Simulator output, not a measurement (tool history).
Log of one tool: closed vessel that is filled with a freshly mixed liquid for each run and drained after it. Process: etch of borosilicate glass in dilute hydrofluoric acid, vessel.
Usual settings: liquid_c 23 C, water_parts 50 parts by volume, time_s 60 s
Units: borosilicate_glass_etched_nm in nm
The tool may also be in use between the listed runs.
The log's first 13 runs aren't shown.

| run | hour | liquid_c | water_parts | time_s | read-back film thickness of the borosilicate glass reference wafer, read on the same gauge (nm) | borosilicate_glass_etched_nm |
|---|---|---|---|---|---|---|
| 14 | 488.1 | 23 | 50 | 60 | 110 | 26.71 |
| 15 | 500.8 | 23 | 50 | 60 | 110.02 | 26.9 |
| 16 | 526.1 | 23 | 50 | 75 | 110 | 33.5 |
|  | 531.1 | gauge calibrated |
|  | 558.3 | hydrofluoric acid flow meter replaced |
| 17 | 559.5 | 26.5 | 45 | 30 | 110.03 | 16.69 |
| 18 | 572.2 | 23 | 30 | 75 | 110 | 55.06 |
|  | 581.8 | thermometer replaced |
| 19 | 586.8 | 28 | 30 | 90 | 110.02 | 83.25 |
| 20 | 600.5 | 23 | 50 | 90 | 110.03 | 39.79 |
| 21 | 616.7 | 24.5 | 50 | 95 | 110 | 44.57 |
| 22 | 640.1 | 23 | 50 | 30 | 110.03 | 13.23 |
| 23 | 734.2 | 23 | 50 | 60 | 110.01 | 26.63 |
| 24 | 746.2 | 26 | 50 | 60 | 109.98 | 29.94 |
| 25 | 778.8 | 21 | 50 | 45 | 110.01 | 18.44 |
| 26 | 791 | 23 | 50 | 40 | 110 | 17.61 |
| 27 | 818.3 | 25 | 50 | 60 | 110 | 29.03 |
| 28 | 838.3 | 19 | 30 | 60 | 110.01 | 38.27 |
| 29 | 860.4 | 23 | 50 | 60 | 109.99 | 26.62 |
| 30 | 891.6 | 23 | 70 | 60 | 110.02 | 18.67 |
| 31 | 908.5 | 23 | 50 | 60 | 110 | 26.78 |
| 32 | 923.8 | 25 | 60 | 80 | 109.99 | 31.85 |
| 33 | 958.4 | 20 | 60 | 35 | 110.01 | 11.28 |
| 34 | 994.3 | 25 | 75 | 95 | 110.02 | 29.8 |

Forecast each of these 3 alternatives for the next run:
| A | 995 | 23 | 50 | 60 | ? | ? |
| B | 995 | 18 | 60 | 30 | ? | ? |
| C | 995 | 23 | 35 | 60 | ? | ? |

| run | read-back film thickness of the borosilicate glass reference wafer, read on the same gauge (nm) | borosilicate_glass_etched_nm |
|---|---|---|
| A | 110 | 26.72 |
| B | 110 | 8.9 |
| C | 110 | 38.89 |
Without the tool's hidden state the same runs would have given:
| run | borosilicate_glass_etched_nm |
|---|---|
| A | 26.31 |
| B | 8.77 |
| C | 38.32 |

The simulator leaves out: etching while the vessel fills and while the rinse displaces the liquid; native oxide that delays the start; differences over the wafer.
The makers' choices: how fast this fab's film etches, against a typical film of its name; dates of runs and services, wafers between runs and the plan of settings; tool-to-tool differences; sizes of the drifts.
